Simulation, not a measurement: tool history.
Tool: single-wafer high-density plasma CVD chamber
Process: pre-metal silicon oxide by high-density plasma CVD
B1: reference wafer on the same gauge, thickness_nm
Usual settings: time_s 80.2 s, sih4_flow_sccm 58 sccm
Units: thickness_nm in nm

Run 1, hour 0.0: usual settings; B1 491.848. Result: thickness_nm 413.191 nm.
Run 2, hour 21.8: usual settings; B1 492.022. Result: thickness_nm 412.681 nm.
Run 3, hour 46.5: usual settings; B1 491.841. Result: thickness_nm 410.327 nm.
Run 4, hour 82.3: usual settings; B1 491.786. Result: thickness_nm 411.641 nm.
Run 5, hour 99.9: usual settings; B1 492.038. Result: thickness_nm 410.148 nm.
Run 6, hour 126.7: usual settings; B1 492.106. Result: thickness_nm 411.792 nm.
Run 7, hour 154.9: usual settings but sih4_flow_sccm 49 sccm; B1 492.147. Result: thickness_nm 365.056 nm.
Run 8, hour 177.0: usual settings but sih4_flow_sccm 49 sccm; B1 491.957. Result: thickness_nm 368.746 nm.
Run 9, hour 206.2: usual settings but sih4_flow_sccm 52 sccm; B1 491.937. Result: thickness_nm 380.442 nm.
Run 10, hour 227.9: usual settings but sih4_flow_sccm 52 sccm; B1 492.025. Result: thickness_nm 381.723 nm.
Run 11, hour 249.5: usual settings but sih4_flow_sccm 52 sccm; B1 492.104. Result: thickness_nm 380.020 nm.
At hour 270.3: silane flow controller replaced.
Run 12, hour 270.9: usual settings but sih4_flow_sccm 53 sccm; B1 492.017. Result: thickness_nm 402.517 nm.
Run 13, hour 297.8: usual settings; B1 492.311. Result: thickness_nm 427.155 nm.
Run 14, hour 325.9: usual settings; B1 491.989. Result: thickness_nm 424.636 nm.
At hour 357.0: gauge calibrated.
Run 15, hour 379.6: usual settings but time_s 90.2 s; B1 492.003. Result: thickness_nm 481.227 nm.
Run 16, hour 402.1: usual settings; B1 492.066. Result: thickness_nm 426.360 nm.
Run 17, hour 422.4: usual settings but sih4_flow_sccm 48 sccm; B1 492.005. Result: thickness_nm 375.163 nm.
Run 18, hour 443.9: usual settings but time_s 72.5 s, sih4_flow_sccm 65 sccm; B1 492.054. Result: thickness_nm 418.892 nm.
Run 19, hour 476.0: usual settings; B1 491.988. Result: thickness_nm 427.753 nm.
Run 20, hour 496.5: usual settings but time_s 90.4 s, sih4_flow_sccm 54 sccm; B1 492.056. Result: thickness_nm 458.363 nm.
Run 21, hour 513.6: usual settings; B1 491.677. Result: thickness_nm 427.816 nm.
Run 22, hour 546.6: usual settings but time_s 87.3 s, sih4_flow_sccm 51 sccm; B1 491.941. Result: thickness_nm 424.778 nm.
Run 23, hour 575.5: usual settings but time_s 90.4 s, sih4_flow_sccm 54 sccm; B1 492.102. Result: thickness_nm 456.689 nm.
Run 24, hour 611.1: usual settings but time_s 65.3 s, sih4_flow_sccm 70 sccm; B1 491.684. Result: thickness_nm 396.033 nm.

Forecast run 25:
Run 25, hour 639.7: usual settings but time_s 69.2 s, sih4_flow_sccm 67 sccm; B1 ?. Result: thickness_nm ?.

{"run 25": {"B1": 491.873, "thickness_nm": 406.245}}
Without the tool's hidden state the same run would have given thickness_nm 403.476 nm.
